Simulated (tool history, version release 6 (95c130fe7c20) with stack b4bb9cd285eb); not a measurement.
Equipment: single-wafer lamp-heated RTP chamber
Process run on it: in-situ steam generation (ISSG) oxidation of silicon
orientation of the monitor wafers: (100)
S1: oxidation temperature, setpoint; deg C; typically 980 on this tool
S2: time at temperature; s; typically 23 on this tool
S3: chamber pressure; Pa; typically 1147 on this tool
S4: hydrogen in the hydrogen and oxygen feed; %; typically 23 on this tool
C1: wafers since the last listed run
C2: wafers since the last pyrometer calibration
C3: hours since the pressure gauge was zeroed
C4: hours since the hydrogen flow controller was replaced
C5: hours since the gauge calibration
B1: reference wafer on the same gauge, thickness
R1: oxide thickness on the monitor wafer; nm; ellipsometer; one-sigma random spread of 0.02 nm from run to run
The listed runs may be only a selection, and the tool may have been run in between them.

| run | day | S1 | S2 | S3 | S4 | C1 | C2 | C3 | C4 | C5 | B1 | R1 |
|---|---|---|---|---|---|---|---|---|---|---|---|---|
| 1 | 0 | 990 | 26 | 1147 | 23 | 0 | 7616 | 3231.5 | 6477.4 | 1170.2 | 6.279 | 6.2 |
| 2 | 1.217 | 980 | 23 | 1147 | 23 | 326 | 7942 | 3260.7 | 6506.6 | 1199.4 | 6.284 | 5.617 |
| 3 | 2.525 | 980 | 23 | 1147 | 23 | 351 | 8293 | 3292.1 | 6538 | 1230.8 | 6.282 | 5.58 |
|  | 4.821 | pyrometer window cleaned and pyrometer calibrated |
| 4 | 8.125 | 969 | 23 | 1147 | 23 | 1413 | 886 | 3426.5 | 6672.4 | 1365.2 | 6.272 | 5.388 |
| 5 | 9.362 | 969 | 23 | 1147 | 23 | 332 | 1218 | 3456.2 | 6702.1 | 1394.9 | 6.286 | 5.442 |
|  | 15.775 | hydrogen flow controller replaced |
| 6 | 16.633 | 969 | 23 | 1147 | 23 | 1861 | 3079 | 3630.7 | 20.6 | 1569.4 | 6.285 | 5.351 |
| 7 | 18.546 | 980 | 23 | 1067 | 23 | 513 | 3592 | 3676.6 | 66.5 | 1615.3 | 6.281 | 5.685 |
| 8 | 19.954 | 980 | 23 | 1067 | 23 | 377 | 3970 | 3710.4 | 100.3 | 1649.1 | 6.283 | 5.634 |
| 9 | 21.338 | 980 | 23 | 1067 | 23 | 371 | 4341 | 3743.6 | 133.5 | 1682.3 | 6.277 | 5.587 |
| 10 | 22.354 | 980 | 23 | 1147 | 23 | 272 | 4614 | 3768 | 157.9 | 1706.7 | 6.282 | 5.59 |
| 11 | 24.667 | 980 | 23 | 1147 | 23 | 620 | 5234 | 3823.5 | 213.4 | 1762.2 | 6.273 | 5.582 |
| 12 | 25.946 | 980 | 23 | 1147 | 23 | 343 | 5578 | 3854.2 | 244.1 | 1792.9 | 6.282 | 5.623 |
|  | 26.258 | gauge calibrated |
| 13 | 26.975 | 980 | 23 | 1147 | 20 | 276 | 5854 | 3878.9 | 268.8 | 17.2 | 6.282 | 5.429 |
| 14 | 28.229 | 992 | 26 | 1280 | 31 | 336 | 6190 | 3909 | 298.9 | 47.3 | 6.282 | 6.567 |
| 15 | 29.579 | 964 | 32 | 1013 | 15 | 362 | 6553 | 3941.4 | 331.3 | 79.7 | 6.283 | 5.644 |
| 16 | 30.875 | 980 | 23 | 1147 | 23 | 347 | 6900 | 3972.5 | 362.4 | 110.8 | 6.277 | 5.621 |
| 17 | 33.5 | 980 | 23 | 1147 | 27 | 704 | 7605 | 4035.5 | 425.4 | 173.8 | 6.285 | 5.815 |
|  | 34.667 | pressure gauge zeroed |
| 18 | 35.888 | 990 | 26 | 1147 | 23 | 551 | 8156 | 29.3 | 482.7 | 231.1 | 6.272 | 6.182 |
| 19 | 37.433 | 980 | 23 | 1080 | 23 | 414 | 8570 | 66.4 | 519.8 | 268.2 | 6.278 | 5.628 |
|  | 38 | pyrometer window cleaned and pyrometer calibrated |
| 20 | 40.208 | 995 | 17 | 973 | 31 | 655 | 592 | 133 | 586.4 | 334.8 | 6.286 | 5.633 |
| 21 | 41.992 | 995 | 23 | 1147 | 23 | 478 | 1070 | 175.8 | 629.2 | 377.6 | 6.285 | 5.984 |
| 22 | 43.458 | 980 | 23 | 1147 | 19 | 393 | 1464 | 211 | 664.4 | 412.8 | 6.278 | 5.369 |
| 23 | 49.338 | 980 | 23 | 1147 | 23 | 1577 | 3041 | 352.1 | 805.5 | 553.9 | 6.276 | 5.626 |
| 24 | 51.183 | 980 | 23 | 1147 | 32 | 495 | 3536 | 396.4 | 849.8 | 598.2 | 6.279 | 6.092 |
| 25 | 52.758 | 988 | 18 | 1053 | 23 | 422 | 3959 | 434.2 | 887.6 | 636 | 6.283 | 5.218 |
| 26 | 55.438 | 975 | 20 | 1027 | 28 | 718 | 4678 | 498.5 | 951.9 | 700.3 | 6.282 | 5.453 |
| 27 | 57.917 | 980 | 32 | 1267 | 23 | 665 | 5343 | 558 | 1011.4 | 759.8 | 6.281 | 6.481 |
| 28 | 59.654 | 980 | 23 | 1147 | 14 | 466 | 5809 | 599.7 | 1053.1 | 801.5 | 6.272 | 5.038 |
| 29 | 62.329 | 980 | 23 | 1240 | 23 | 717 | 6527 | 663.9 | 1117.3 | 865.7 | 6.271 | 5.592 |
| 30 | 64.896 | 980 | 23 | 1147 | 23 | 688 | 7216 | 725.5 | 1178.9 | 927.3 | 6.277 | 5.655 |
| 31 | 66.4 | 980 | 23 | 1147 | 23 | 403 | 7619 | 761.6 | 1215 | 963.4 | 6.268 | 5.613 |

Branching from run 31: 4 alternative next runs. What would each branch give?
| A | 66.417 | 968 | 23 | 1147 | 23 | 4 | 7624 | 762 | 1215.4 | 963.8 | ? | ? |
| B | 66.417 | 980 | 23 | 1147 | 30 | 4 | 7624 | 762 | 1215.4 | 963.8 | ? | ? |
| C | 66.417 | 995 | 17 | 1147 | 23 | 4 | 7624 | 762 | 1215.4 | 963.8 | ? | ? |
| D | 66.417 | 980 | 15 | 1147 | 23 | 4 | 7624 | 762 | 1215.4 | 963.8 | ? | ? |

| run | B1 | R1 |
|---|---|---|
| A | 6.294 | 5.393 |
| B | 6.294 | 6 |
| C | 6.294 | 5.208 |
| D | 6.294 | 4.683 |
Stripped of hidden state, with their random variation kept, the same runs would have yielded:
| run | R1 |
|---|---|
| A | 5.393 |
| B | 6 |
| C | 5.208 |
| D | 4.683 |

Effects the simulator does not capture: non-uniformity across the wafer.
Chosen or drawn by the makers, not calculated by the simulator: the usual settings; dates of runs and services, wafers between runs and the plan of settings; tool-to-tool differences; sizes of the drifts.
